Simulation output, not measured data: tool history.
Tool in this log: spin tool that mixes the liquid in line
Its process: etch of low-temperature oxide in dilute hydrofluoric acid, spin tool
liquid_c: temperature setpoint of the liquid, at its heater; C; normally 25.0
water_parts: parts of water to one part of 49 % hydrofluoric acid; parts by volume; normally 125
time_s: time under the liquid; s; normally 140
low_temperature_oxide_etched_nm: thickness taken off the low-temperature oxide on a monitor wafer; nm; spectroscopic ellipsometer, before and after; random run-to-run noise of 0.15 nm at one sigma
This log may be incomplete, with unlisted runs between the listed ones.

| run | hour | liquid_c | water_parts | time_s | read-back film thickness of the low-temperature oxide reference wafer, read on the same gauge (nm) | low_temperature_oxide_etched_nm |
|---|---|---|---|---|---|---|
| 1 | 0.0 | 25.0 | 125 | 140 | 109.96 | 26.61 |
| 2 | 52.6 | 25.0 | 125 | 140 | 110.04 | 26.22 |
| 3 | 94.6 | 25.0 | 125 | 140 | 110.00 | 26.39 |
| 4 | 186.9 | 25.0 | 145 | 140 | 109.99 | 21.92 |
| 5 | 271.3 | 25.0 | 145 | 140 | 110.03 | 22.00 |
| 6 | 326.9 | 25.0 | 125 | 200 | 109.98 | 37.54 |
| 7 | 424.4 | 25.0 | 125 | 200 | 110.02 | 36.70 |
|  | 490.4 | gauge calibrated |
| 8 | 507.7 | 23.0 | 155 | 140 | 109.99 | 18.44 |
| 9 | 554.8 | 21.5 | 85 | 75 | 110.00 | 18.46 |
| 10 | 599.8 | 27.5 | 125 | 140 | 109.99 | 28.16 |
| 11 | 641.7 | 28.5 | 160 | 60 | 110.01 | 9.30 |
|  | 659.3 | hydrofluoric acid flow meter replaced |
| 12 | 679.8 | 26.5 | 125 | 60 | 109.98 | 11.72 |
| 13 | 722.1 | 25.0 | 125 | 140 | 110.01 | 25.93 |
| 14 | 809.6 | 25.0 | 125 | 140 | 110.03 | 25.53 |
| 15 | 892.2 | 23.0 | 125 | 140 | 109.99 | 23.46 |
|  | 906.3 | thermometer replaced |
| 16 | 1169.9 | 25.0 | 125 | 140 | 109.98 | 26.52 |

Branching from run 16: 3 alternative next runs. What would each branch give?
| A | 1170.4 | 25.0 | 125 | 140 | ? | ? |
| B | 1170.4 | 23.0 | 85 | 140 | ? | ? |
| C | 1170.4 | 23.0 | 75 | 140 | ? | ? |

| run | read-back film thickness of the low-temperature oxide reference wafer, read on the same gauge (nm) | low_temperature_oxide_etched_nm |
|---|---|---|
| A | 109.99 | 26.59 |
| B | 109.99 | 37.92 |
| C | 109.99 | 43.52 |
Take away the tool's hidden state, keep each run's random variation, and the runs would have read:
| run | low_temperature_oxide_etched_nm |
|---|---|
| A | 27.36 |
| B | 39.04 |
| C | 44.79 |
